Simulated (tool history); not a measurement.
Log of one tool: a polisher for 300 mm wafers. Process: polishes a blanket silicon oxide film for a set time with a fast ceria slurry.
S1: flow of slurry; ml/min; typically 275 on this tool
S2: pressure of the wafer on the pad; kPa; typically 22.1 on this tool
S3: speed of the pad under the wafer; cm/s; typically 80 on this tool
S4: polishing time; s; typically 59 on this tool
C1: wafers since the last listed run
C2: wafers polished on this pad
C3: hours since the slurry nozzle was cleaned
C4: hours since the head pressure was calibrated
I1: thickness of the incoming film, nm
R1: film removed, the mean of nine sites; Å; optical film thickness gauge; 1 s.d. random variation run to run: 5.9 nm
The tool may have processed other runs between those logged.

run	hour	S1	S2	S3	S4	C1	C2	C3	C4	I1	R1
1	0.0	275	22.1	80	59	0	768	605.8	341.7	2400.6	7646
2	21.6	275	22.1	80	59	263	1032	627.4	363.3	2347.1	7541
3	53.7	275	22.1	60	59	392	1424	659.5	395.4	2418.7	5621
# hour 101.2: worn pad replaced by a new one
4	136.7	275	22.1	60	59	964	434	742.5	478.4	2393.5	5626
5	162.3	275	22.1	60	59	312	746	768.1	504.0	2400.7	5640
6	184.7	275	22.1	80	59	273	1020	790.5	526.4	2393.5	7531
7	199.2	275	22.1	80	59	177	1197	805.0	540.9	2390.0	7608
8	211.3	275	22.1	80	59	147	1345	817.1	553.0	2418.4	7488
9	239.4	275	22.1	80	59	343	1688	845.2	581.1	2389.8	7519
# hour 254.0: worn pad replaced by a new one
10	254.5	275	22.1	80	59	135	6	860.3	596.2	2416.4	7507
11	345.6	275	17.9	80	51	1112	1119	951.4	687.3	2378.6	5477
# hour 372.5: slurry nozzle cleaned
12	376.3	275	22.1	80	59	362	1482	3.8	718.0	2355.0	7430
13	410.9	275	22.1	80	59	422	1904	38.4	752.6	2400.9	7538
# hour 418.7: worn pad replaced by a new one
# hour 430.9: head pressure recalibrated
14	441.2	240	27.6	70	59	296	250	68.7	10.3	2436.2	7316
15	460.0	275	22.1	80	52	229	480	87.5	29.1	2396.2	6203
16	484.6	240	27.6	70	59	300	780	112.1	53.7	2406.1	7207

Expected results for the next run?
17	510.2	195	25.5	88	59	312	1093	137.7	79.3	2384.6	?

For run 17 the tool returned R1 8422 Å.
The same run, on a tool lacking any hidden state, would have yielded R1 9548 Å.
